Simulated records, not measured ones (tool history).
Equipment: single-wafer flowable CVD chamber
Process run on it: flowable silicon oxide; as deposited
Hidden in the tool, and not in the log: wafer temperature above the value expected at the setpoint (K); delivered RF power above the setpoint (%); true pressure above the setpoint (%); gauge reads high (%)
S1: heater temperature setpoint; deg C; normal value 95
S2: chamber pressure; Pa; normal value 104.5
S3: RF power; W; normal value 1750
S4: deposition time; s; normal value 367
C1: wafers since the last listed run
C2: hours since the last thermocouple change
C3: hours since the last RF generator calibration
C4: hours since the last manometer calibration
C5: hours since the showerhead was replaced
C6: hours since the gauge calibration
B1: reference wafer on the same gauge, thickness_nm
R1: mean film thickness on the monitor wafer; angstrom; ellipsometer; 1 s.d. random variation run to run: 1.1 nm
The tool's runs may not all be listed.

run,hour,S1,S2,S3,S4,C1,C2,C3,C4,C5,C6,B1,R1
1,0,84,117.5,1750,367,0,376.3,2121.7,950,6334.6,2935,290.491,4038.49
2,29,84,117.5,1750,367,92,405.3,2150.7,979,6363.6,2964,290.084,4062.2
3,72.9,105,104.5,1750,367,139,449.2,2194.6,1022.9,6407.5,3007.9,289.793,1687.79
# hour 177.7: RF generator calibrated
4,225.3,95,104.5,1750,423,459,601.6,47.6,1175.3,6559.9,3160.3,288.48,2795.06
5,280.1,91,125.3,1610,367,174,656.4,102.4,1230.1,6614.7,3215.1,288.126,3326.16
6,313,95,104.5,1750,429,104,689.3,135.3,1263,6647.6,3248,287.308,2830.4
7,350.3,95,104.5,1750,367,118,726.6,172.6,1300.3,6684.9,3285.3,286.776,2406.56
8,376.4,99,85.5,1850,315,83,752.7,198.7,1326.4,6711,3311.4,287.015,1477.58
9,447.5,87,121.3,1605,367,226,823.8,269.8,1397.5,6782.1,3382.5,286.293,3679.26
10,489.2,105,95.2,1750,367,132,865.5,311.5,1439.2,6823.8,3424.2,285.792,1508.28
# hour 530.3: thermocouple changed; heater temperature recalibrated
11,658.5,95,104.5,1475,367,513,128.2,480.8,1608.5,6993.1,3593.5,284.145,2317.8
# hour 662.8: gauge calibrated
12,688.3,81,118,1435,367,94,158,510.6,1638.3,7022.9,25.5,299.51,4472.01
13,751.5,82,122.3,1860,398,201,221.2,573.8,1701.5,7086.1,88.7,299.655,5089.96
# hour 775.9: capacitance manometer re-zeroed and calibrated
14,935.1,100,121.7,2015,410,558,404.8,757.4,159.2,7269.7,272.3,299.277,2778.87
# hour 953.3: showerhead replaced
15,986.7,95,104.5,1600,367,138,456.4,809,210.8,33.4,323.9,299.408,2487.99
16,1013.8,95,104.5,1750,367,86,483.5,836.1,237.9,60.5,351,299.241,2505.93
17,1059.9,95,115.1,1750,329,146,529.6,882.2,284,106.6,397.1,299.394,2471.94
18,1108.6,82,82.4,1415,367,154,578.3,930.9,332.7,155.3,445.8,299.122,3056.58
19,1162.8,95,104.5,1750,367,172,632.5,985.1,386.9,209.5,500,298.999,2503.49
20,1232.8,107,104.5,1750,367,222,702.5,1055.1,456.9,279.5,570,298.61,1599.89
21,1345.3,108,104.5,1635,367,357,815,1167.6,569.4,392,682.5,298.556,1517.43
22,1397.8,104,95.6,1545,367,166,867.5,1220.1,621.9,444.5,735,298.516,1600.33
# hour 1464.3: thermocouple changed; heater temperature recalibrated
23,1464.8,82,82.4,1415,367,187,0.5,1287.1,688.9,511.5,802,298.257,3058.96
24,1526.9,84,86.5,1880,414,197,62.6,1349.2,751,573.6,864.1,298.341,3521.26
25,1565.9,95,104.5,1970,367,124,101.6,1388.2,790,612.6,903.1,298.159,2558.28
26,1614.3,107,104.5,1930,367,153,150,1436.6,838.4,661,951.5,297.883,1617.22
27,1674.8,90,126.3,1965,367,192,210.5,1497.1,898.9,721.5,1012,298.221,3691.92
28,1734,107,104.5,1750,367,188,269.7,1556.3,958.1,780.7,1071.2,297.812,1597.48
29,1783.9,95,104.5,2035,440,158,319.6,1606.2,1008,830.6,1121.1,297.83,3048.74

A few steps of R1 between consecutive runs. Split each: what settings, incoming material and random variation would produce without the hidden state, and what is left over for the hidden state, along with gauge scatter present in only one of the two compared results (measured, and without hidden state):
Run 2 -> 3: S1 84 -> 105, S2 117.5 -> 104.5. R1 -2374.41 angstrom: hidden state +78.21, all else -2452.62.
Run 8 -> 9: S1 99 -> 87, S2 85.5 -> 121.3, S3 1850 -> 1605, S4 315 -> 367. R1 +2201.68 angstrom: hidden state -110.06, all else +2311.74.
Run 11 -> 12: S1 95 -> 81, S2 104.5 -> 118, S3 1475 -> 1435, gauge calibrated. R1 +2154.21 angstrom: hidden state +122.34, all else +2031.87.
Run 13 -> 14: S1 82 -> 100, S2 122.3 -> 121.7, S3 1860 -> 2015, S4 398 -> 410, capacitance manometer re-zeroed and calibrated. R1 -2311.09 angstrom: hidden state +3.45, all else -2314.54.
